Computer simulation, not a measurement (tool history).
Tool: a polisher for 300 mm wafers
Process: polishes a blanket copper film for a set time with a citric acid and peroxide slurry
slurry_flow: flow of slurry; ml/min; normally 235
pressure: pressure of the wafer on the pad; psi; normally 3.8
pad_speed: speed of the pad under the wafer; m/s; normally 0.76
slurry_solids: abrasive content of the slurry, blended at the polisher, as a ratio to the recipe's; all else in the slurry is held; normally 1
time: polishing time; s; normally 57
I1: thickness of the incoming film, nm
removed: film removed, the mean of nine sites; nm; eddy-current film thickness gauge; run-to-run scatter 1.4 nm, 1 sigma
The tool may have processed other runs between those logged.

{"run": 1, "hour": 0.0, "slurry_flow": 235, "pressure": 3.8, "pad_speed": 0.76, "slurry_solids": 1, "time": 57, "I1": 575.3, "removed": 142.7}
{"run": 2, "hour": 13.3, "slurry_flow": 255, "pressure": 3.8, "pad_speed": 0.76, "slurry_solids": 0.85, "time": 57, "I1": 575.3, "removed": 135.9}
{"run": 3, "hour": 36.8, "slurry_flow": 255, "pressure": 3.8, "pad_speed": 0.76, "slurry_solids": 0.85, "time": 57, "I1": 570, "removed": 134.4}
{"run": 4, "hour": 55.2, "slurry_flow": 255, "pressure": 3.8, "pad_speed": 0.76, "slurry_solids": 0.85, "time": 57, "I1": 579.3, "removed": 131.3}
{"hour": 63.2, "done": "worn pad replaced by a new one"}
{"run": 5, "hour": 91.0, "slurry_flow": 235, "pressure": 3.8, "pad_speed": 0.76, "slurry_solids": 1, "time": 42, "I1": 572.4, "removed": 106.7}
{"run": 6, "hour": 122.8, "slurry_flow": 235, "pressure": 3.8, "pad_speed": 0.76, "slurry_solids": 1, "time": 42, "I1": 571.2, "removed": 106.8}
{"run": 7, "hour": 136.1, "slurry_flow": 235, "pressure": 3.8, "pad_speed": 0.76, "slurry_solids": 0.75, "time": 57, "I1": 570.3, "removed": 131.2}
{"run": 8, "hour": 154.0, "slurry_flow": 235, "pressure": 3.8, "pad_speed": 0.76, "slurry_solids": 1, "time": 57, "I1": 570, "removed": 144}
{"run": 9, "hour": 174.7, "slurry_flow": 235, "pressure": 3.8, "pad_speed": 0.76, "slurry_solids": 1, "time": 57, "I1": 562.4, "removed": 145.5}
{"run": 10, "hour": 199.8, "slurry_flow": 235, "pressure": 3.8, "pad_speed": 0.76, "slurry_solids": 1, "time": 57, "I1": 560.2, "removed": 140.9}
{"hour": 219.6, "done": "slurry blender recalibrated"}
{"run": 11, "hour": 233.4, "slurry_flow": 235, "pressure": 4.8, "pad_speed": 0.76, "slurry_solids": 1, "time": 57, "I1": 570.3, "removed": 172.6}
{"hour": 243.5, "done": "worn pad replaced by a new one"}
{"run": 12, "hour": 264.4, "slurry_flow": 235, "pressure": 4.8, "pad_speed": 0.76, "slurry_solids": 1, "time": 57, "I1": 569.5, "removed": 182.8}
{"run": 13, "hour": 283.9, "slurry_flow": 235, "pressure": 3.8, "pad_speed": 0.76, "slurry_solids": 1, "time": 57, "I1": 570.7, "removed": 148.1}
{"run": 14, "hour": 308.7, "slurry_flow": 235, "pressure": 3.8, "pad_speed": 0.76, "slurry_solids": 1, "time": 57, "I1": 569.6, "removed": 146.4}
{"hour": 336.6, "done": "head pressure recalibrated"}
{"run": 15, "hour": 396.2, "slurry_flow": 235, "pressure": 4.2, "pad_speed": 0.58, "slurry_solids": 0.9, "time": 57, "I1": 571.6, "removed": 113}
{"run": 16, "hour": 416.0, "slurry_flow": 175, "pressure": 2.8, "pad_speed": 0.76, "slurry_solids": 1, "time": 57, "I1": 570.8, "removed": 103.1}
{"run": 17, "hour": 434.1, "slurry_flow": 310, "pressure": 3.8, "pad_speed": 0.76, "slurry_solids": 1, "time": 74, "I1": 579.5, "removed": 176.1}
{"hour": 445.7, "done": "worn pad replaced by a new one"}
{"run": 18, "hour": 450.2, "slurry_flow": 235, "pressure": 3.8, "pad_speed": 0.76, "slurry_solids": 1, "time": 57, "I1": 560.5, "removed": 148.9}
{"run": 19, "hour": 484.6, "slurry_flow": 235, "pressure": 3.8, "pad_speed": 0.76, "slurry_solids": 1, "time": 57, "I1": 565.5, "removed": 145}
{"run": 20, "hour": 509.7, "slurry_flow": 260, "pressure": 3.8, "pad_speed": 0.76, "slurry_solids": 1, "time": 57, "I1": 563.2, "removed": 150.6}
{"run": 21, "hour": 542.6, "slurry_flow": 235, "pressure": 3.8, "pad_speed": 0.76, "slurry_solids": 1, "time": 57, "I1": 572.9, "removed": 146.6}
{"hour": 545.1, "done": "slurry blender recalibrated"}
{"hour": 576.3, "done": "slurry nozzle cleaned"}
{"run": 22, "hour": 615.8, "slurry_flow": 200, "pressure": 3.8, "pad_speed": 0.6, "slurry_solids": 1.2, "time": 57, "I1": 568.7, "removed": 115.8}
{"hour": 647.1, "done": "worn pad replaced by a new one"}
{"run": 23, "hour": 647.6, "slurry_flow": 235, "pressure": 3.8, "pad_speed": 0.76, "slurry_solids": 1, "time": 57, "I1": 562.8, "removed": 147.8}
{"run": 24, "hour": 672.2, "slurry_flow": 160, "pressure": 3.8, "pad_speed": 0.76, "slurry_solids": 1, "time": 57, "I1": 569.3, "removed": 140.1}
{"run": 25, "hour": 703.4, "slurry_flow": 235, "pressure": 3.8, "pad_speed": 0.76, "slurry_solids": 0.8, "time": 57, "I1": 558.6, "removed": 136.6}
{"run": 26, "hour": 732.3, "slurry_flow": 235, "pressure": 4.3, "pad_speed": 0.64, "slurry_solids": 1, "time": 71, "I1": 563.7, "removed": 169.7}
{"run": 27, "hour": 750.5, "slurry_flow": 235, "pressure": 3.8, "pad_speed": 0.98, "slurry_solids": 1.25, "time": 51, "I1": 578.5, "removed": 179.4}
{"run": 28, "hour": 786.5, "slurry_flow": 300, "pressure": 3.8, "pad_speed": 0.88, "slurry_solids": 1.25, "time": 57, "I1": 568, "removed": 180.6}
{"run": 29, "hour": 806.0, "slurry_flow": 235, "pressure": 3.8, "pad_speed": 0.76, "slurry_solids": 1, "time": 57, "I1": 566.5, "removed": 139.3}
{"hour": 823.8, "done": "worn pad replaced by a new one"}
{"run": 30, "hour": 824.3, "slurry_flow": 235, "pressure": 3.8, "pad_speed": 0.76, "slurry_solids": 1, "time": 57, "I1": 570.4, "removed": 148.7}
{"run": 31, "hour": 844.5, "slurry_flow": 235, "pressure": 3.8, "pad_speed": 0.76, "slurry_solids": 1, "time": 57, "I1": 568.2, "removed": 149.2}

What if the next run were any one of these 3? Each begins from the tool's condition after run 31:
{"run": "A", "hour": 844.9, "slurry_flow": 235, "pressure": 3.8, "pad_speed": 0.76, "slurry_solids": 1, "time": 57, "I1": 559.9, "removed": "?"}
{"run": "B", "hour": 844.9, "slurry_flow": 235, "pressure": 3.8, "pad_speed": 0.92, "slurry_solids": 1.3, "time": 47, "I1": 559.9, "removed": "?"}
{"run": "C", "hour": 844.9, "slurry_flow": 235, "pressure": 3.8, "pad_speed": 1, "slurry_solids": 1, "time": 57, "I1": 559.9, "removed": "?"}

run=A removed=146.4
run=B removed=159.2
run=C removed=191.4
Without the tool's unlogged condition, the same runs would have read:
run=A removed=148.7
run=B removed=161.8
run=C removed=194.5

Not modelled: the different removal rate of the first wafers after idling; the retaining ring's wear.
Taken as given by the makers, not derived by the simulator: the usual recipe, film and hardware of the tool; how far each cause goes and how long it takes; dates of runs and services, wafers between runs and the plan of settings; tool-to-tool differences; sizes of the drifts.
